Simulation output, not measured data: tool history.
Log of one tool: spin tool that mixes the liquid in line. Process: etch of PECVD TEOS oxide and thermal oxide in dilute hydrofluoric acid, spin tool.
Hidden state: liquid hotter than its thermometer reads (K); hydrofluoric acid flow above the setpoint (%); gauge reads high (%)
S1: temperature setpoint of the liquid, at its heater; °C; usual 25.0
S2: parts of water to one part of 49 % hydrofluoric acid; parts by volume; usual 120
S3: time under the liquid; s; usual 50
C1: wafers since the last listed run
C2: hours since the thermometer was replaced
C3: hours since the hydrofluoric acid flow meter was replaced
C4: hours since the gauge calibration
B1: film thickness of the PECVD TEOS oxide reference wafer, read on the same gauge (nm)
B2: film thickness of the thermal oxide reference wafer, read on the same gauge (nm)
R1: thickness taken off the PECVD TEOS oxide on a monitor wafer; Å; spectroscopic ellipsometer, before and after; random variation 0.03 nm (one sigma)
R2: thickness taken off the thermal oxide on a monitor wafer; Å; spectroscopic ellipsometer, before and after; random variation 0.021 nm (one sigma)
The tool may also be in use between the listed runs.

{"run": 1, "hour": 0.0, "S1": 25.0, "S2": 120, "S3": 50, "C1": 0, "C2": 1118.4, "C3": 217.0, "C4": 719.9, "B1": 50.02, "B2": 49.95, "R1": 68.0, "R2": 18.74}
{"run": 2, "hour": 45.1, "S1": 25.0, "S2": 120, "S3": 50, "C1": 673, "C2": 1163.5, "C3": 262.1, "C4": 765.0, "B1": 50.02, "B2": 50.006, "R1": 67.4, "R2": 18.75}
{"run": 3, "hour": 107.3, "S1": 25.0, "S2": 120, "S3": 50, "C1": 928, "C2": 1225.7, "C3": 324.3, "C4": 827.2, "B1": 49.99, "B2": 50.028, "R1": 68.0, "R2": 19.04}
{"run": 4, "hour": 169.0, "S1": 25.0, "S2": 120, "S3": 50, "C1": 921, "C2": 1287.4, "C3": 386.0, "C4": 888.9, "B1": 50.0, "B2": 50.004, "R1": 68.3, "R2": 19.0}
{"run": 5, "hour": 218.6, "S1": 25.0, "S2": 120, "S3": 50, "C1": 740, "C2": 1337.0, "C3": 435.6, "C4": 938.5, "B1": 50.0, "B2": 50.007, "R1": 68.1, "R2": 19.17}
{"hour": 235.9, "done": "thermometer replaced"}
{"run": 6, "hour": 255.4, "S1": 25.0, "S2": 120, "S3": 50, "C1": 534, "C2": 19.5, "C3": 472.4, "C4": 975.3, "B1": 49.99, "B2": 49.987, "R1": 68.2, "R2": 19.12}
{"run": 7, "hour": 347.6, "S1": 25.0, "S2": 120, "S3": 50, "C1": 1376, "C2": 111.7, "C3": 564.6, "C4": 1067.5, "B1": 50.02, "B2": 49.972, "R1": 68.0, "R2": 18.93}
{"run": 8, "hour": 423.9, "S1": 25.0, "S2": 120, "S3": 50, "C1": 1138, "C2": 188.0, "C3": 640.9, "C4": 1143.8, "B1": 50.01, "B2": 49.975, "R1": 68.2, "R2": 19.07}
{"run": 9, "hour": 491.3, "S1": 25.0, "S2": 90, "S3": 50, "C1": 1006, "C2": 255.4, "C3": 708.3, "C4": 1211.2, "B1": 50.0, "B2": 49.99, "R1": 94.0, "R2": 25.99}
{"run": 10, "hour": 582.2, "S1": 25.0, "S2": 85, "S3": 50, "C1": 1356, "C2": 346.3, "C3": 799.2, "C4": 1302.1, "B1": 49.99, "B2": 50.0, "R1": 99.9, "R2": 28.41}
{"run": 11, "hour": 652.4, "S1": 25.0, "S2": 85, "S3": 50, "C1": 1047, "C2": 416.5, "C3": 869.4, "C4": 1372.3, "B1": 50.01, "B2": 50.039, "R1": 100.7, "R2": 27.66}
{"hour": 723.4, "done": "gauge calibrated"}
{"run": 12, "hour": 728.4, "S1": 25.0, "S2": 120, "S3": 50, "C1": 1134, "C2": 492.5, "C3": 945.4, "C4": 5.0, "B1": 49.99, "B2": 49.989, "R1": 67.9, "R2": 18.89}
{"run": 13, "hour": 835.9, "S1": 21.0, "S2": 120, "S3": 70, "C1": 1604, "C2": 600.0, "C3": 1052.9, "C4": 112.5, "B1": 49.99, "B2": 50.024, "R1": 81.5, "R2": 22.97}
{"run": 14, "hour": 911.9, "S1": 25.0, "S2": 120, "S3": 50, "C1": 1134, "C2": 676.0, "C3": 1128.9, "C4": 188.5, "B1": 49.97, "B2": 49.995, "R1": 68.2, "R2": 19.19}
{"run": 15, "hour": 1038.4, "S1": 25.0, "S2": 120, "S3": 50, "C1": 1888, "C2": 802.5, "C3": 1255.4, "C4": 315.0, "B1": 49.99, "B2": 49.973, "R1": 68.0, "R2": 19.44}
{"run": 16, "hour": 1096.9, "S1": 21.5, "S2": 120, "S3": 50, "C1": 873, "C2": 861.0, "C3": 1313.9, "C4": 373.5, "B1": 50.0, "B2": 50.029, "R1": 59.2, "R2": 16.35}
{"run": 17, "hour": 1157.9, "S1": 25.0, "S2": 120, "S3": 30, "C1": 910, "C2": 922.0, "C3": 1374.9, "C4": 434.5, "B1": 50.01, "B2": 49.992, "R1": 41.2, "R2": 11.6}
{"hour": 1433.8, "done": "hydrofluoric acid flow meter replaced"}
{"run": 18, "hour": 1478.6, "S1": 25.0, "S2": 120, "S3": 50, "C1": 4772, "C2": 1242.7, "C3": 44.8, "C4": 755.2, "B1": 50.0, "B2": 50.029, "R1": 67.7, "R2": 19.29}
{"hour": 1480.0, "done": "thermometer replaced"}
{"run": 19, "hour": 1516.9, "S1": 23.5, "S2": 80, "S3": 50, "C1": 556, "C2": 36.9, "C3": 83.1, "C4": 793.5, "B1": 50.03, "B2": 50.015, "R1": 101.6, "R2": 28.0}
{"run": 20, "hour": 1622.4, "S1": 28.5, "S2": 120, "S3": 50, "C1": 1574, "C2": 142.4, "C3": 188.6, "C4": 899.0, "B1": 50.0, "B2": 49.972, "R1": 77.3, "R2": 21.48}
{"run": 21, "hour": 1722.8, "S1": 27.5, "S2": 105, "S3": 60, "C1": 1498, "C2": 242.8, "C3": 289.0, "C4": 999.4, "B1": 50.0, "B2": 50.005, "R1": 104.6, "R2": 28.73}
{"run": 22, "hour": 1787.7, "S1": 22.0, "S2": 165, "S3": 50, "C1": 968, "C2": 307.7, "C3": 353.9, "C4": 1064.3, "B1": 50.0, "B2": 49.997, "R1": 41.7, "R2": 11.71}
{"run": 23, "hour": 1879.3, "S1": 28.0, "S2": 60, "S3": 50, "C1": 1367, "C2": 399.3, "C3": 445.5, "C4": 1155.9, "B1": 50.02, "B2": 50.015, "R1": 165.9, "R2": 46.42}
{"run": 24, "hour": 1924.7, "S1": 27.0, "S2": 120, "S3": 50, "C1": 677, "C2": 444.7, "C3": 490.9, "C4": 1201.3, "B1": 50.01, "B2": 49.993, "R1": 73.3, "R2": 20.52}
{"run": 25, "hour": 2022.4, "S1": 20.5, "S2": 80, "S3": 60, "C1": 1458, "C2": 542.4, "C3": 588.6, "C4": 1299.0, "B1": 50.0, "B2": 49.961, "R1": 106.8, "R2": 29.97}
{"run": 26, "hour": 2068.2, "S1": 22.5, "S2": 120, "S3": 50, "C1": 683, "C2": 588.2, "C3": 634.4, "C4": 1344.8, "B1": 49.99, "B2": 49.979, "R1": 61.7, "R2": 17.33}

How the hidden state differs across the entries between the runs, from the last listed run before each to the first after it:
Between runs 5 and 6: thermometer replaced (hour 235.9)
  no hidden state differs between the two runs
Between runs 11 and 12: gauge calibrated (hour 723.4)
  no hidden state differs between the two runs
Between runs 17 and 18: hydrofluoric acid flow meter replaced (hour 1433.8)
  no hidden state differs between the two runs
Between runs 18 and 19: thermometer replaced (hour 1480.0)
  no hidden state differs between the two runs

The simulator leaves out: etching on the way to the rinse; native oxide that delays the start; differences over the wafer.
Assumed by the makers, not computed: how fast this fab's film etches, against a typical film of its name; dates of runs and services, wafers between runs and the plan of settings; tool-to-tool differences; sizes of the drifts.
